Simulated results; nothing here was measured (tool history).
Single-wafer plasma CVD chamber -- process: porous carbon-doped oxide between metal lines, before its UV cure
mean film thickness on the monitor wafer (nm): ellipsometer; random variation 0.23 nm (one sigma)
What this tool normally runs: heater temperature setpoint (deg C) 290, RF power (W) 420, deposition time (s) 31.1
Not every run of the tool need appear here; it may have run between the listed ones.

| run | hour | heater temperature setpoint (deg C) | RF power (W) | deposition time (s) | wafers since the last listed run | hours since the last thermocouple change | hours since the last RF generator calibration | hours since the showerhead was replaced | hours since the gauge calibration | read-back reference wafer on the same gauge, thickness_nm | mean film thickness on the monitor wafer (nm) |
|---|---|---|---|---|---|---|---|---|---|---|---|
| 1 | 0 | 287 | 420 | 31.1 | 0 | 1231.6 | 2221.9 | 4501.2 | 30.8 | 155.975 | 141.144 |
| 2 | 16.9 | 287 | 420 | 31.1 | 294 | 1248.5 | 2238.8 | 4518.1 | 47.7 | 155.993 | 141.538 |
| 3 | 33.8 | 287 | 420 | 31.1 | 294 | 1265.4 | 2255.7 | 4535 | 64.6 | 156.014 | 141.16 |
| 4 | 45.4 | 290 | 420 | 31.1 | 202 | 1277 | 2267.3 | 4546.6 | 76.2 | 155.979 | 139.004 |
|  | 72.5 | showerhead replaced |
| 5 | 73 | 290 | 420 | 31.1 | 342 | 1304.6 | 2294.9 | 0.5 | 103.8 | 155.997 | 139.044 |
| 6 | 88 | 290 | 420 | 31.1 | 261 | 1319.6 | 2309.9 | 15.5 | 118.8 | 156.025 | 138.954 |
|  | 95.4 | gauge calibrated |
| 7 | 101.2 | 290 | 420 | 31.1 | 230 | 1332.8 | 2323.1 | 28.7 | 5.8 | 156.017 | 138.469 |
| 8 | 113.1 | 290 | 390 | 31.1 | 207 | 1344.7 | 2335 | 40.6 | 17.7 | 156.003 | 128.369 |
| 9 | 126.8 | 290 | 420 | 31.1 | 239 | 1358.4 | 2348.7 | 54.3 | 31.4 | 155.991 | 138.207 |
|  | 144.9 | RF generator calibrated |
| 10 | 145.4 | 298 | 420 | 29.2 | 185 | 1377 | 0.5 | 72.9 | 50 | 155.988 | 133.725 |
|  | 158.4 | thermocouple changed; heater temperature recalibrated |
| 11 | 158.9 | 287 | 420 | 31.1 | 95 | 0.5 | 14 | 86.4 | 63.5 | 156.052 | 156.568 |
| 12 | 170.4 | 277 | 355 | 31.1 | 200 | 12 | 25.5 | 97.9 | 75 | 155.967 | 139.966 |
| 13 | 185.7 | 301 | 390 | 35.9 | 267 | 27.3 | 40.8 | 113.2 | 90.3 | 156.009 | 155.194 |
| 14 | 212.8 | 290 | 420 | 25.2 | 472 | 54.4 | 67.9 | 140.3 | 117.4 | 156.026 | 124.977 |
| 15 | 221.4 | 290 | 350 | 33.6 | 150 | 63 | 76.5 | 148.9 | 126 | 156.011 | 137.546 |

Alternative continuations, all from the tool just after run 15; predict every row:
| A | 221.8 | 290 | 420 | 31.1 | 6 | 63.4 | 76.9 | 149.3 | 126.4 | ? | ? |
| B | 221.8 | 290 | 345 | 27.9 | 6 | 63.4 | 76.9 | 149.3 | 126.4 | ? | ? |
| C | 221.8 | 276 | 420 | 31.1 | 6 | 63.4 | 76.9 | 149.3 | 126.4 | ? | ? |

| run | read-back reference wafer on the same gauge, thickness_nm | mean film thickness on the monitor wafer (nm) |
|---|---|---|
| A | 156.006 | 153.358 |
| B | 156.006 | 112.948 |
| C | 156.006 | 166.113 |
Take away the tool's hidden state, keep each run's random variation, and the runs would have read:
| run | mean film thickness on the monitor wafer (nm) |
|---|---|
| A | 154.673 |
| B | 113.945 |
| C | 167.558 |
